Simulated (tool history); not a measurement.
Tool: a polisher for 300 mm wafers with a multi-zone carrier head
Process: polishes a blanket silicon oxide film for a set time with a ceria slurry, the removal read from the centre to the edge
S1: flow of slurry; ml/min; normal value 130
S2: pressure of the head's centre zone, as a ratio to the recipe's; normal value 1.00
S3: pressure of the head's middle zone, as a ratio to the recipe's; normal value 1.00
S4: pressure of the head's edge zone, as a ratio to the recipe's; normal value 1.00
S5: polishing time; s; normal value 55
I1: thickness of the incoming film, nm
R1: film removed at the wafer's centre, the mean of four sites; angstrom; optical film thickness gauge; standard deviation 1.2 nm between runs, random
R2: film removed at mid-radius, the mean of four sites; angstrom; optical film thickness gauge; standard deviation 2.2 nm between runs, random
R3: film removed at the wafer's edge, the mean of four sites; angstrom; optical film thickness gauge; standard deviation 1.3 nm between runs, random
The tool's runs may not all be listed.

| run | hour | S1 | S2 | S3 | S4 | S5 | I1 | R1 | R2 | R3 |
|---|---|---|---|---|---|---|---|---|---|---|
| 1 | 0.0 | 115 | 1.06 | 1.07 | 0.91 | 55 | 971.8 | 1925 | 1952 | 1813 |
| 2 | 77.2 | 130 | 1.00 | 1.00 | 1.00 | 55 | 972.1 | 1849 | 1887 | 1946 |
| 3 | 143.9 | 130 | 1.00 | 1.00 | 1.00 | 47 | 969.0 | 1581 | 1600 | 1649 |
| 4 | 234.8 | 130 | 1.00 | 1.00 | 1.00 | 55 | 967.0 | 1846 | 1864 | 1909 |
| 5 | 341.7 | 105 | 0.95 | 0.88 | 1.00 | 55 | 977.7 | 1633 | 1583 | 1841 |
|  | 404.8 | centre zone pressure recalibrated |
| 6 | 427.1 | 90 | 1.00 | 1.00 | 1.00 | 67 | 973.6 | 1975 | 2010 | 2137 |
| 7 | 478.5 | 155 | 1.00 | 0.92 | 1.08 | 55 | 967.1 | 1925 | 1810 | 2025 |
| 8 | 542.3 | 100 | 1.10 | 1.00 | 0.96 | 47 | 969.8 | 1575 | 1462 | 1505 |
|  | 549.3 | slurry nozzle cleaned |
|  | 639.6 | worn pad replaced by a new one |
| 9 | 647.3 | 130 | 1.00 | 1.00 | 1.00 | 55 | 969.4 | 1888 | 1935 | 1941 |
|  | 661.2 | carrier head's membrane replaced by a new one |
| 10 | 735.2 | 130 | 1.00 | 1.00 | 1.00 | 55 | 967.3 | 1886 | 1878 | 1930 |
| 11 | 778.7 | 170 | 1.00 | 1.00 | 1.00 | 55 | 957.2 | 1988 | 2020 | 2012 |
| 12 | 871.9 | 130 | 1.11 | 1.00 | 1.00 | 55 | 979.9 | 2086 | 1866 | 1923 |
|  | 907.0 | edge zone pressure recalibrated |
| 13 | 950.1 | 115 | 1.00 | 1.00 | 0.94 | 55 | 965.8 | 1771 | 1821 | 1812 |
|  | 1016.7 | centre zone pressure recalibrated |
| 14 | 1047.2 | 105 | 1.10 | 1.00 | 1.04 | 68 | 963.9 | 2340 | 2180 | 2327 |
| 15 | 1112.3 | 130 | 1.00 | 1.00 | 1.00 | 55 | 979.6 | 1860 | 1878 | 1892 |
| 16 | 1176.3 | 130 | 1.00 | 1.00 | 1.00 | 55 | 974.6 | 1819 | 1846 | 1903 |
| 17 | 1214.0 | 130 | 1.00 | 1.00 | 1.00 | 55 | 958.5 | 1830 | 1888 | 1884 |
|  | 1249.3 | slurry nozzle cleaned |
| 18 | 1295.5 | 130 | 1.00 | 1.00 | 1.00 | 39 | 964.2 | 1293 | 1295 | 1333 |
|  | 1350.9 | worn pad replaced by a new one |
| 19 | 1351.7 | 130 | 1.00 | 1.00 | 1.00 | 55 | 966.5 | 1882 | 1928 | 1945 |
| 20 | 1403.6 | 85 | 1.00 | 1.04 | 1.08 | 55 | 977.1 | 1619 | 1740 | 1859 |
| 21 | 1481.4 | 130 | 1.00 | 1.08 | 1.00 | 55 | 977.6 | 1886 | 2022 | 1931 |

Same runs, no hidden state in the tool, same run-to-run variation:
The hidden state here: removal rate lost through wear of the pad, %; slurry flow missing at the pad, %; deviation of the centre zone's pressure from its setpoint, %; deviation of the edge zone's pressure from its setpoint, %.
| run | R1 | R2 | R3 |
|---|---|---|---|
| 1 | 1939 | 1966 | 1826 |
| 2 | 1871 | 1909 | 1968 |
| 3 | 1606 | 1624 | 1675 |
| 4 | 1885 | 1903 | 1949 |
| 5 | 1677 | 1626 | 1891 |
| 6 | 2038 | 2075 | 2206 |
| 7 | 1993 | 1874 | 2097 |
| 8 | 1637 | 1520 | 1564 |
| 9 | 1891 | 1938 | 1944 |
| 10 | 1898 | 1890 | 1943 |
| 11 | 2006 | 2039 | 2030 |
| 12 | 2116 | 1893 | 1951 |
| 13 | 1805 | 1856 | 1846 |
| 14 | 2397 | 2234 | 2385 |
| 15 | 1913 | 1932 | 1946 |
| 16 | 1879 | 1906 | 1965 |
| 17 | 1894 | 1954 | 1949 |
| 18 | 1345 | 1346 | 1386 |
| 19 | 1882 | 1928 | 1945 |
| 20 | 1624 | 1746 | 1865 |
| 21 | 1900 | 2037 | 1945 |

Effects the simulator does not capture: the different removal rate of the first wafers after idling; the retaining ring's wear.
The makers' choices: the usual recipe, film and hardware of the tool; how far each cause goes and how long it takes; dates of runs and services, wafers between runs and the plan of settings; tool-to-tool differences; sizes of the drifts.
